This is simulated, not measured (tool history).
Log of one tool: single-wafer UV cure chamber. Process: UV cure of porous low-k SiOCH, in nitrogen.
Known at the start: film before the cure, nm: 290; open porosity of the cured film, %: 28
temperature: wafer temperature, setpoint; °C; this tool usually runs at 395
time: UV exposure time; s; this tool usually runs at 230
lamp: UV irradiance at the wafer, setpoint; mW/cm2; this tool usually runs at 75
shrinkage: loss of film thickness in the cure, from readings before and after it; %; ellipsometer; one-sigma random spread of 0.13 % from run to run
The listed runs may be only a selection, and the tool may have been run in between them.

run   hour  temperature  time  lamp  wafers since the last listed run  hours since the UV bulbs were replaced  wafers since the quartz window was cleaned  shrinkage
  1    0.0          395   230    75                                 0                                   635.5                                        1003     11.239
  2   59.2          395   230    75                               533                                   694.7                                        1536     10.662
  3   83.9          395   230    75                               222                                   719.4                                        1758     10.651
  4  121.0          395   230    75                               334                                   756.5                                        2092     10.799
  5  145.5          395   230    75                               220                                   781.0                                        2313     10.707
  6  187.1          395   230    75                               374                                   822.6                                        2688     10.709
  7  259.7          395   230    75                               653                                   895.2                                        3342     10.603
  8  308.3          395   230    75                               437                                   943.8                                        3779     10.577
     365.2  -- quartz window cleaned
  9  373.9          395   230    75                               518                                  1009.4                                          77     11.706
 10  443.0          395   230    75                               622                                  1078.5                                         700     11.069
 11  577.2          401   310   107                              1208                                  1212.7                                        1908     13.817
 12  643.0          395   165    92                               592                                  1278.5                                        2501     10.032
     680.2  -- UV bulbs replaced
 13  682.8          378   230    40                               286                                     2.6                                        2788      7.619
     758.9  -- quartz window cleaned
 14  842.6          388   370    62                              1367                                   162.4                                         753     12.489
 15  909.5          395   230    75                               602                                   229.3                                        1356     10.874
 16  969.5          376   140    88                               540                                   289.3                                        1896      9.186

Predict each of these 4 candidate next runs independently; none follows another, all start after run 16:
  A  970.0          395   230    54                                 4                                   289.8                                        1901          ?
  B  970.0          400   230    61                                 4                                   289.8                                        1901          ?
  C  970.0          414   335    40                                 4                                   289.8                                        1901          ?
  D  970.0          378   230    88                                 4                                   289.8                                        1901          ?

run  shrinkage
  A      9.335
  B      9.973
  C     10.004
  D     11.255
Take away the tool's hidden state, keep each run's random variation, and the runs would have read:
run  shrinkage
  A     10.131
  B     10.777
  C     10.808
  D     12.078
